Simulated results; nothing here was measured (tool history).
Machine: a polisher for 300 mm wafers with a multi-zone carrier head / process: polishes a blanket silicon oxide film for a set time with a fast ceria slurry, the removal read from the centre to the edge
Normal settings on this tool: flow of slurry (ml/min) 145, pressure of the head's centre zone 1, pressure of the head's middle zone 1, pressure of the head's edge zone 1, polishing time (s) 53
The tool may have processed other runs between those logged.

run   hour  flow of slurry (ml/min)  pressure of the head's centre zone  pressure of the head's middle zone  pressure of the head's edge zone  polishing time (s)  wafers since the last listed run  wafers polished on this pad  hours since the slurry nozzle was cleaned  hours since the centre zone pressure was calibrated  hours since the edge zone pressure was calibrated  hours since the carrier head's membrane was replaced  incoming thickness of the incoming film, nm  film removed at the wafer's centre (nm)  film removed at mid-radius (nm)  film removed at the wafer's edge (nm)
  1      0                      145                                   1                                   1                              0.92                  53                                 0                          261                                      808.9                                                908.7                                               19.8                                                 642.1                                       2978.2                                      558                            565.3                                  531.2
  2   14.2                       95                                   1                                   1                                 1                  53                               102                          364                                      823.1                                                922.9                                                 34                                                 656.3                                       2960.1                                    483.8                            507.9                                  507.2
      40.4  -- carrier head's membrane replaced by a new one
      50.6  -- slurry nozzle cleaned
  3   56.3                      145                                   1                                   1                                 1                  37                               260                          624                                        5.7                                                  965                                               76.1                                                  15.9                                       2974.6                                    378.4                            379.3                                    372
  4  108.7                      145                                1.08                                1.07                               0.9                  68                               378                         1003                                       58.1                                               1017.4                                              128.5                                                  68.3                                       2953.7                                      724                            741.8                                  647.4
  5  119.5                      145                                   1                                   1                                 1                  53                                77                         1081                                       68.9                                               1028.2                                              139.3                                                  79.1                                         2971                                    524.7                            537.8                                  521.9
  6  134.1                      145                                0.93                                   1                              0.91                  53                               105                         1186                                       83.5                                               1042.8                                              153.9                                                  93.7                                       2952.9                                    494.5                            531.7                                  492.5
     138.4  -- worn pad replaced by a new one
  7  148.8                      145                                   1                                   1                                 1                  53                                77                           74                                       98.2                                               1057.5                                              168.6                                                 108.4                                       2999.3                                    578.3                            583.6                                  581.2
  8  160.9                      180                                1.11                                   1                               1.1                  71                                87                          162                                      110.3                                               1069.6                                              180.7                                                 120.5                                       2929.5                                      838                              803                                  811.3
  9  168.8                      145                                0.88                                   1                                 1                  53                                57                          219                                      118.2                                               1077.5                                              188.6                                                 128.4                                       2962.1                                    522.8                            570.2                                  550.7
 10  178.5                      110                                   1                                0.92                                 1                  53                                70                          289                                      127.9                                               1087.2                                              198.3                                                 138.1                                         2937                                    505.2                            490.6                                  528.4
 11  192.8                      145                                   1                                   1                                 1                  53                               103                          392                                      142.2                                               1101.5                                              212.6                                                 152.4                                       2961.1                                    536.3                            554.7                                  527.8
       207  -- centre zone pressure recalibrated
 12  207.5                      130                                0.94                                   1                                 1                  53                                91                          484                                      156.9                                                  0.5                                              227.3                                                 167.1                                       2928.4                                    510.3                            537.1                                  534.3
 13  218.3                      100                                   1                                1.05                                 1                  53                                77                          562                                      167.7                                                 11.3                                              238.1                                                 177.9                                       2957.9                                    491.1                            516.4                                  496.2
 14  234.7                      100                                   1                                 1.1                                 1                  61                               118                          680                                      184.1                                                 27.7                                              254.5                                                 194.3                                       3000.3                                    551.8                            604.8                                  564.4
 15  248.4                      145                                0.88                                1.11                                 1                  64                                98                          779                                      197.8                                                 41.4                                              268.2                                                   208                                       2982.9                                    587.5                            712.9                                  625.4
 16  261.7                      110                                   1                                   1                              1.11                  53                                96                          875                                      211.1                                                 54.7                                              281.5                                                 221.3                                       2987.5                                    496.2                            501.2                                  515.2
 17  269.8                      145                                   1                                0.97                                 1                  53                                58                          934                                      219.2                                                 62.8                                              289.6                                                 229.4                                       2971.7                                      531                            525.4                                  517.4
 18  277.2                      145                                   1                                   1                                 1                  53                                53                          987                                      226.6                                                 70.2                                                297                                                 236.8                                       2976.1                                    533.4                            533.6                                  514.3
 19  292.8                      145                                   1                                   1                                 1                  45                               112                         1100                                      242.2                                                 85.8                                              312.6                                                 252.4                                         2961                                    441.5                            453.2                                  431.5
 20  308.5                      145                                   1                                   1                                 1                  47                               113                         1213                                      257.9                                                101.5                                              328.3                                                 268.1                                       2913.8                                    463.2                            476.5                                  455.6
 21  321.8                      145                                0.93                                   1                                 1                  66                                96                         1309                                      271.2                                                114.8                                              341.6                                                 281.4                                       2967.1                                    614.7                            657.6                                  637.7

5 ways to go on from here, each from the tool as it stands after run 21. What would each give?
  A  322.2                      145                                   1                                   1                                 1                  53                                 2                         1312                                      271.6                                                115.2                                                342                                                 281.8                                       2933.4                                        ?                                ?                                      ?
  B  322.2                      105                                   1                                0.93                                 1                  53                                 2                         1312                                      271.6                                                115.2                                                342                                                 281.8                                       2933.4                                        ?                                ?                                      ?
  C  322.2                      145                                   1                                0.94                                 1                  53                                 2                         1312                                      271.6                                                115.2                                                342                                                 281.8                                       2933.4                                        ?                                ?                                      ?
  D  322.2                      180                                   1                                   1                              0.94                  40                                 2                         1312                                      271.6                                                115.2                                                342                                                 281.8                                       2933.4                                        ?                                ?                                      ?
  E  322.2                      185                                0.91                                1.04                              0.94                  53                                 2                         1312                                      271.6                                                115.2                                                342                                                 281.8                                       2933.4                                        ?                                ?                                      ?

run  film removed at the wafer's centre (nm)  film removed at mid-radius (nm)  film removed at the wafer's edge (nm)
  A                                    525.6                            524.8                                  513.4
  B                                      481                              457                                    487
  C                                    525.3                            498.2                                  513.8
  D                                    414.5                            411.9                                  387.1
  E                                    521.6                            566.9                                  514.2
Take away the tool's hidden state, keep each run's random variation, and the runs would have read:
run  film removed at the wafer's centre (nm)  film removed at mid-radius (nm)  film removed at the wafer's edge (nm)
  A                                    603.6                            602.7                                  589.7
  B                                    552.5                            524.9                                  559.3
  C                                    603.4                            572.2                                  590.2
  D                                    476.1                            473.1                                  444.6
  E                                      599                            651.1                                  590.6

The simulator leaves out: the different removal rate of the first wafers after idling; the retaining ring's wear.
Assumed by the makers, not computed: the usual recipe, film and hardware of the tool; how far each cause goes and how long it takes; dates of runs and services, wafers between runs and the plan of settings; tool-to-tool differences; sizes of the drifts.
